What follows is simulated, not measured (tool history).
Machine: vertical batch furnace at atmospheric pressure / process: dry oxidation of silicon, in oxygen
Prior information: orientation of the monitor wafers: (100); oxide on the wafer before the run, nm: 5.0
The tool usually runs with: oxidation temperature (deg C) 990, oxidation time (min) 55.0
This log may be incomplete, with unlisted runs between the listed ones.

run,hour,oxidation temperature (deg C),oxidation time (min),"read-back reference wafer on the same gauge, thickness",oxide thickness on the monitor wafer (Å)
1,0.0,1008,55.0,35.44,530.7
2,41.9,1008,55.0,35.41,525.4
3,88.7,990,55.0,35.37,443.7
4,182.2,990,55.0,35.41,441.9
5,249.7,990,55.0,35.40,444.1
6,312.3,990,47.5,35.43,405.8
7,554.7,990,47.5,35.38,405.9
8,614.1,990,55.0,35.42,446.6
9,688.3,990,55.0,35.39,445.6
10,737.6,990,55.0,35.39,443.9
11,807.1,990,55.0,35.41,449.1
12,848.4,996,45.5,35.48,421.0
13,909.1,996,45.5,35.34,423.9
14,1001.3,1012,82.0,35.38,712.7
# hour 1028.3: boat lift adjusted
15,1080.1,990,41.0,35.36,375.2
# hour 1244.7: gauge calibrated
16,1288.8,1010,36.5,35.40,424.7
17,1327.3,972,67.0,35.42,436.8
18,1408.2,980,77.0,35.39,509.9
19,1473.3,975,77.0,35.39,488.6
20,1577.9,981,55.0,35.40,415.3
21,1662.9,979,28.0,35.45,276.4
22,1724.8,975,55.0,35.35,393.1
23,1771.2,1008,76.0,35.33,661.1
24,1852.0,976,40.0,35.43,328.5
25,1929.7,990,31.5,35.40,323.2
# hour 2016.8: thermocouples replaced and temperature profile calibrated
26,2078.8,1005,37.5,35.38,400.2
27,2167.3,977,55.0,35.38,392.0
28,2236.9,1002,55.0,35.37,486.3
29,2308.7,999,31.0,35.39,339.8
30,2450.1,990,55.0,35.41,433.6
31,2538.4,1006,41.0,35.42,427.8
32,2619.9,990,55.0,35.37,436.4
33,2723.6,1014,63.0,35.40,598.8
34,2798.0,990,55.0,35.32,435.5
35,2838.5,999,55.0,35.41,475.5
36,2942.6,997,76.0,35.40,578.2
37,3020.9,990,55.0,35.37,441.0
# hour 3076.7: boat lift adjusted
38,3099.1,981,33.0,35.40,299.1

Give the tool's hidden conditions for every run:
monitor wafer colder than the profiled boat position, K: 0, the same for each run
gauge reads high (%): 0, the same for each run
H1: true tube temperature minus thermocouple reading, K
run,H1
1,2.07
2,2.11
3,2.16
4,2.26
5,2.33
6,2.4
7,2.65
8,2.72
9,2.79
10,2.85
11,2.92
12,2.96
13,3.03
14,3.13
15,3.21
16,3.43
17,3.47
18,3.56
19,3.63
20,3.74
21,3.83
22,3.89
23,3.94
24,4.03
25,4.11
26,0.067
27,0.161
28,0.235
29,0.311
30,0.46
31,0.554
32,0.64
33,0.75
34,0.829
35,0.872
36,0.982
37,1.07
38,1.15
